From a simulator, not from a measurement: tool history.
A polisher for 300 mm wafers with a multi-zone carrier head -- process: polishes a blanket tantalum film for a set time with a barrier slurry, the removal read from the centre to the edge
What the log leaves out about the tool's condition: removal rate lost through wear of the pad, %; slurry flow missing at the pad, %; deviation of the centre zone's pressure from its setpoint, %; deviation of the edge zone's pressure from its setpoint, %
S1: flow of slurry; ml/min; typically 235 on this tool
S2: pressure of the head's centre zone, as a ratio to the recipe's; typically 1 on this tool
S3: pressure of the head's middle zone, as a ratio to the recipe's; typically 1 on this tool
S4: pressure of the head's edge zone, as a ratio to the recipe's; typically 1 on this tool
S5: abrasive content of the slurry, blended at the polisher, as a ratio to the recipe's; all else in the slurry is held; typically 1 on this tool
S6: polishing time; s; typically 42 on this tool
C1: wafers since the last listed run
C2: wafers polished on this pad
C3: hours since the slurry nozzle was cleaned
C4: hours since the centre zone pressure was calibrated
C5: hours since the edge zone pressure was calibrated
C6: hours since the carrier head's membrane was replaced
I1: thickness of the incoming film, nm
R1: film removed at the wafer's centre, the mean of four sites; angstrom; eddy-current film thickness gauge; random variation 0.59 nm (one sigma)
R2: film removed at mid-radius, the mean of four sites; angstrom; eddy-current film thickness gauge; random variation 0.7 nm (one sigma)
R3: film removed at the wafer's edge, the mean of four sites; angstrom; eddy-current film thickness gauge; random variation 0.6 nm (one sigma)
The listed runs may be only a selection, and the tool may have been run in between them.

Run 1, hour 0: usual settings but S5 0.8; C1 0; C2 2152; C3 157.8; C4 677.3; C5 228; C6 1080.1; I1 363. Result: R1 460 angstrom, R2 472 angstrom, R3 475 angstrom.
At hour 4.7: worn pad replaced by a new one.
Run 2, hour 30.3: usual settings but S5 0.8; C1 185; C2 180; C3 188.1; C4 707.6; C5 258.3; C6 1110.4; I1 367.2. Result: R1 448 angstrom, R2 483 angstrom, R3 483 angstrom.
At hour 76.2: edge zone pressure recalibrated.
Run 3, hour 158.9: usual settings; C1 893; C2 1074; C3 316.7; C4 836.2; C5 82.7; C6 1239; I1 356.8. Result: R1 492 angstrom, R2 506 angstrom, R3 526 angstrom.
At hour 190.3: slurry nozzle cleaned.
Run 4, hour 198.6: usual settings; C1 273; C2 1347; C3 8.3; C4 875.9; C5 122.4; C6 1278.7; I1 362.3. Result: R1 483 angstrom, R2 524 angstrom, R3 519 angstrom.
Run 5, hour 235.1: usual settings but S3 1.04; C1 257; C2 1604; C3 44.8; C4 912.4; C5 158.9; C6 1315.2; I1 355.5. Result: R1 474 angstrom, R2 520 angstrom, R3 535 angstrom.
Run 6, hour 306.7: usual settings but S3 1.04; C1 505; C2 2109; C3 116.4; C4 984; C5 230.5; C6 1386.8; I1 361.6. Result: R1 476 angstrom, R2 525 angstrom, R3 529 angstrom.
Run 7, hour 360.4: usual settings but S4 0.93, S5 0.85, S6 54 s; C1 378; C2 2488; C3 170.1; C4 1037.7; C5 284.2; C6 1440.5; I1 360.3. Result: R1 572 angstrom, R2 606 angstrom, R3 617 angstrom.
At hour 375.2: worn pad replaced by a new one.
At hour 382.1: edge zone pressure recalibrated.
Run 8, hour 423.9: usual settings but S5 1.15; C1 405; C2 329; C3 233.6; C4 1101.2; C5 41.8; C6 1504; I1 355.4. Result: R1 488 angstrom, R2 533 angstrom, R3 545 angstrom.
Run 9, hour 471: usual settings but S2 1.06, S3 0.94; C1 332; C2 661; C3 280.7; C4 1148.3; C5 88.9; C6 1551.1; I1 354.8. Result: R1 497 angstrom, R2 485 angstrom, R3 528 angstrom.
At hour 503.5: slurry nozzle cleaned.
Run 10, hour 508.5: usual settings but S1 265 ml/min, S2 1.07, S5 1.1, S6 53 s; C1 257; C2 919; C3 5; C4 1185.8; C5 126.4; C6 1588.6; I1 355. Result: R1 657 angstrom, R2 669 angstrom, R3 693 angstrom.
At hour 531: carrier head's membrane replaced by a new one.
Run 11, hour 575.7: usual settings but S2 1.05; C1 438; C2 1358; C3 72.2; C4 1253; C5 193.6; C6 44.7; I1 361.1. Result: R1 482 angstrom, R2 525 angstrom, R3 520 angstrom.
Run 12, hour 631.6: usual settings; C1 394; C2 1752; C3 128.1; C4 1308.9; C5 249.5; C6 100.6; I1 366.4. Result: R1 450 angstrom, R2 515 angstrom, R3 524 angstrom.
At hour 682.2: worn pad replaced by a new one.
Run 13, hour 682.7: usual settings but S3 1.1; C1 332; C2 3; C3 179.2; C4 1360; C5 300.6; C6 151.7; I1 363.6. Result: R1 455 angstrom, R2 565 angstrom, R3 520 angstrom.
At hour 691: edge zone pressure recalibrated.
Run 14, hour 724.1: usual settings; C1 277; C2 281; C3 220.6; C4 1401.4; C5 33.1; C6 193.1; I1 355.8. Result: R1 445 angstrom, R2 520 angstrom, R3 528 angstrom.
At hour 726.8: centre zone pressure recalibrated.
Run 15, hour 766: usual settings; C1 281; C2 563; C3 262.5; C4 39.2; C5 75; C6 235; I1 356.2. Result: R1 527 angstrom, R2 516 angstrom, R3 517 angstrom.
At hour 795.7: slurry nozzle cleaned.
Run 16, hour 810.4: usual settings but S1 205 ml/min; C1 306; C2 869; C3 14.7; C4 83.6; C5 119.4; C6 279.4; I1 359.5. Result: R1 499 angstrom, R2 501 angstrom, R3 511 angstrom.
Run 17, hour 874.6: usual settings; C1 452; C2 1322; C3 78.9; C4 147.8; C5 183.6; C6 343.6; I1 361.7. Result: R1 524 angstrom, R2 528 angstrom, R3 523 angstrom.
Run 18, hour 898.7: usual settings but S2 1.07, S3 0.94, S6 28 s; C1 170; C2 1492; C3 103; C4 171.9; C5 207.7; C6 367.7; I1 364.6. Result: R1 372 angstrom, R2 324 angstrom, R3 352 angstrom.
Run 19, hour 947.5: usual settings but S1 305 ml/min, S2 1.07, S3 1.04, S4 1.1; C1 344; C2 1836; C3 151.8; C4 220.7; C5 256.5; C6 416.5; I1 360.5. Result: R1 577 angstrom, R2 544 angstrom, R3 555 angstrom.
At hour 978.9: edge zone pressure recalibrated.
Run 20, hour 1006.2: usual settings but S2 0.93, S5 1.25; C1 400; C2 2236; C3 210.5; C4 279.4; C5 27.3; C6 475.2; I1 365. Result: R1 524 angstrom, R2 571 angstrom, R3 566 angstrom.
Run 21, hour 1042.1: usual settings but S1 165 ml/min, S4 1.06, S6 31 s; C1 253; C2 2489; C3 246.4; C4 315.3; C5 63.2; C6 511.1; I1 360.6. Result: R1 356 angstrom, R2 358 angstrom, R3 389 angstrom.
At hour 1055.5: worn pad replaced by a new one.
Run 22, hour 1083.3: usual settings but S1 170 ml/min; C1 262; C2 195; C3 287.6; C4 356.5; C5 104.4; C6 552.3; I1 361.3. Result: R1 479 angstrom, R2 476 angstrom, R3 503 angstrom.

Difference, measured minus no-hidden-state, one row per run. Run-to-run variation is common to both terms; the gauge's own scatter need not be:
run   R1
  1  -14
  2  -15
  3  -24
  4  -26
  5  -28
  6  -32
  7  -43
  8  -43
  9  -47
 10  -66
 11  -55
 12  -57
 13  -63
 14  -66
 15   +9
 16   +8
 17   +8
 18   +6
 19   +8
 20   +6
 21   +4
 22   +4
For R2, the value without the hidden state is never more than 1 angstrom from the measured value.
R3: measured minus the no-hidden-state value equals 0 in all runs.
